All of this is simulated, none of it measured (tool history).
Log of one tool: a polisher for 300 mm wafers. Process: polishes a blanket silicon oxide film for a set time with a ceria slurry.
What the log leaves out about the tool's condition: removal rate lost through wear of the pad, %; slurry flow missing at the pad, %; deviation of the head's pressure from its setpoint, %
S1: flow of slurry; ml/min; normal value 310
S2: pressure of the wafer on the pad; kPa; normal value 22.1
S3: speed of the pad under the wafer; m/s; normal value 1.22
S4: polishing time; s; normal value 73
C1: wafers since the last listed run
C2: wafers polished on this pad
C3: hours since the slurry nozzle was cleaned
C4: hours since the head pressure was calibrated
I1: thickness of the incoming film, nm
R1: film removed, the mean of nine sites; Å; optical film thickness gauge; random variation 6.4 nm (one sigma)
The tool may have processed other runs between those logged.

run 1 hour=0.0 | S1=310 S2=22.1 S3=1.22 S4=73 | C1=0 C2=2854 C3=276.3 C4=87.0 | I1=1869.1 | R1=4181
run 2 hour=65.6 | S1=310 S2=22.1 S3=1.22 S4=73 | C1=660 C2=3514 C3=341.9 C4=152.6 | I1=1856.9 | R1=4106
run 3 hour=132.1 | S1=310 S2=22.1 S3=1.22 S4=73 | C1=669 C2=4184 C3=408.4 C4=219.1 | I1=1891.9 | R1=4062
run 4 hour=185.9 | S1=310 S2=22.1 S3=1.22 S4=73 | C1=541 C2=4726 C3=462.2 C4=272.9 | I1=1915.5 | R1=4087
-- hour=226.2 worn pad replaced by a new one
run 5 hour=226.7 | S1=310 S2=22.1 S3=1.22 S4=73 | C1=370 C2=5 C3=503.0 C4=313.7 | I1=1864.7 | R1=3977
run 6 hour=274.9 | S1=310 S2=22.1 S3=1.22 S4=73 | C1=485 C2=490 C3=551.2 C4=361.9 | I1=1864.6 | R1=3994
-- hour=304.7 slurry nozzle cleaned
run 7 hour=322.8 | S1=310 S2=22.1 S3=1.22 S4=73 | C1=472 C2=963 C3=18.1 C4=409.8 | I1=1897.6 | R1=4259
run 8 hour=369.2 | S1=310 S2=22.1 S3=1.22 S4=73 | C1=467 C2=1430 C3=64.5 C4=456.2 | I1=1859.1 | R1=4190
-- hour=464.8 head pressure recalibrated
run 9 hour=570.3 | S1=310 S2=22.1 S3=1.22 S4=73 | C1=2005 C2=3436 C3=265.6 C4=105.5 | I1=1870.2 | R1=4169
run 10 hour=638.8 | S1=310 S2=22.1 S3=1.22 S4=73 | C1=689 C2=4126 C3=334.1 C4=174.0 | I1=1861.0 | R1=4033
-- hour=673.1 worn pad replaced by a new one
run 11 hour=675.0 | S1=310 S2=22.1 S3=1.22 S4=73 | C1=324 C2=18 C3=370.3 C4=210.2 | I1=1872.3 | R1=4082
run 12 hour=729.2 | S1=310 S2=22.1 S3=1.34 S4=73 | C1=545 C2=564 C3=424.5 C4=264.4 | I1=1855.7 | R1=4576
run 13 hour=792.9 | S1=310 S2=22.1 S3=1.34 S4=73 | C1=641 C2=1206 C3=488.2 C4=328.1 | I1=1871.9 | R1=4349
-- hour=826.7 slurry nozzle cleaned
run 14 hour=831.5 | S1=310 S2=22.1 S3=0.84 S4=73 | C1=378 C2=1585 C3=4.8 C4=366.7 | I1=1875.2 | R1=2991
run 15 hour=866.9 | S1=310 S2=22.1 S3=1.22 S4=73 | C1=356 C2=1941 C3=40.2 C4=402.1 | I1=1889.1 | R1=4275
run 16 hour=893.1 | S1=310 S2=25.5 S3=1.02 S4=73 | C1=263 C2=2205 C3=66.4 C4=428.3 | I1=1850.1 | R1=3853
run 17 hour=932.8 | S1=370 S2=22.1 S3=1.22 S4=48 | C1=399 C2=2605 C3=106.1 C4=468.0 | I1=1899.3 | R1=2827
-- hour=944.2 head pressure recalibrated
run 18 hour=992.6 | S1=310 S2=22.1 S3=1.22 S4=73 | C1=582 C2=3187 C3=165.9 C4=48.4 | I1=1861.9 | R1=4237
run 19 hour=1046.1 | S1=235 S2=17.2 S3=0.94 S4=73 | C1=538 C2=3726 C3=219.4 C4=101.9 | I1=1861.3 | R1=2715
run 20 hour=1099.6 | S1=310 S2=22.1 S3=1.46 S4=73 | C1=538 C2=4265 C3=272.9 C4=155.4 | I1=1861.9 | R1=4984
run 21 hour=1129.6 | S1=310 S2=14.5 S3=0.92 S4=73 | C1=302 C2=4567 C3=302.9 C4=185.4 | I1=1902.8 | R1=2480
-- hour=1139.9 worn pad replaced by a new one
run 22 hour=1162.6 | S1=310 S2=22.1 S3=1.22 S4=73 | C1=292 C2=228 C3=335.9 C4=218.4 | I1=1888.2 | R1=4158
run 23 hour=1210.4 | S1=255 S2=18.6 S3=1.54 S4=80 | C1=481 C2=709 C3=383.7 C4=266.2 | I1=1871.7 | R1=5080
run 24 hour=1312.0 | S1=400 S2=17.9 S3=0.84 S4=50 | C1=1023 C2=1733 C3=485.3 C4=367.8 | I1=1906.8 | R1=1796
-- hour=1331.9 slurry nozzle cleaned
run 25 hour=1367.3 | S1=310 S2=22.1 S3=1.22 S4=73 | C1=546 C2=2280 C3=35.4 C4=423.1 | I1=1919.0 | R1=4185
-- hour=1402.7 head pressure recalibrated
run 26 hour=1530.8 | S1=310 S2=16.5 S3=1.22 S4=73 | C1=1626 C2=3906 C3=198.9 C4=128.1 | I1=1878.1 | R1=3609
run 27 hour=1559.7 | S1=310 S2=19.3 S3=0.84 S4=52 | C1=291 C2=4197 C3=227.8 C4=157.0 | I1=1863.6 | R1=1889
run 28 hour=1615.1 | S1=310 S2=22.1 S3=1.22 S4=85 | C1=558 C2=4755 C3=283.2 C4=212.4 | I1=1878.4 | R1=4954
run 29 hour=1683.3 | S1=210 S2=24.1 S3=1.22 S4=58 | C1=686 C2=5442 C3=351.4 C4=280.6 | I1=1918.5 | R1=3302
-- hour=1727.0 worn pad replaced by a new one
run 30 hour=1753.5 | S1=310 S2=22.1 S3=0.92 S4=73 | C1=666 C2=267 C3=421.6 C4=350.8 | I1=1907.7 | R1=3163
run 31 hour=1789.9 | S1=310 S2=22.1 S3=1.22 S4=50 | C1=366 C2=633 C3=458.0 C4=387.2 | I1=1886.2 | R1=2831
run 32 hour=1814.1 | S1=310 S2=22.1 S3=1.22 S4=87 | C1=243 C2=877 C3=482.2 C4=411.4 | I1=1869.0 | R1=4779
-- hour=1858.7 slurry nozzle cleaned
run 33 hour=1879.4 | S1=360 S2=22.1 S3=1.36 S4=88 | C1=647 C2=1525 C3=20.7 C4=476.7 | I1=1881.8 | R1=5814
-- hour=1913.3 head pressure recalibrated
run 34 hour=1915.4 | S1=345 S2=22.1 S3=0.90 S4=73 | C1=342 C2=1867 C3=56.7 C4=2.1 | I1=1882.7 | R1=3170
run 35 hour=1949.4 | S1=310 S2=22.1 S3=1.22 S4=73 | C1=342 C2=2210 C3=90.7 C4=36.1 | I1=1899.6 | R1=4226
run 36 hour=1990.5 | S1=310 S2=22.1 S3=1.22 S4=73 | C1=413 C2=2624 C3=131.8 C4=77.2 | I1=1883.1 | R1=4234
run 37 hour=2019.0 | S1=310 S2=22.1 S3=1.22 S4=73 | C1=287 C2=2911 C3=160.3 C4=105.7 | I1=1877.9 | R1=4119

Exercise: give the hidden state of the tool at every run:
removal rate lost through wear of the pad, %: 0 at every run
deviation of the head's pressure from its setpoint, %: 0 at every run
H1: slurry flow missing at the pad, %
run=1 H1=25.5
run=2 H1=30.6
run=3 H1=35.7
run=4 H1=39.9
run=5 H1=43.1
run=6 H1=46.8
run=7 H1=8.22
run=8 H1=11.8
run=9 H1=27.4
run=10 H1=32.7
run=11 H1=35.4
run=12 H1=39.6
run=13 H1=44.6
run=14 H1=2.68
run=15 H1=5.41
run=16 H1=7.44
run=17 H1=10.5
run=18 H1=15.1
run=19 H1=19.3
run=20 H1=23.4
run=21 H1=25.7
run=22 H1=28.3
run=23 H1=32
run=24 H1=39.8
run=25 H1=4.64
run=26 H1=17.3
run=27 H1=19.5
run=28 H1=23.8
run=29 H1=29.1
run=30 H1=34.5
run=31 H1=37.3
run=32 H1=39.2
run=33 H1=1.82
run=34 H1=4.61
run=35 H1=7.23
run=36 H1=10.4
run=37 H1=12.6

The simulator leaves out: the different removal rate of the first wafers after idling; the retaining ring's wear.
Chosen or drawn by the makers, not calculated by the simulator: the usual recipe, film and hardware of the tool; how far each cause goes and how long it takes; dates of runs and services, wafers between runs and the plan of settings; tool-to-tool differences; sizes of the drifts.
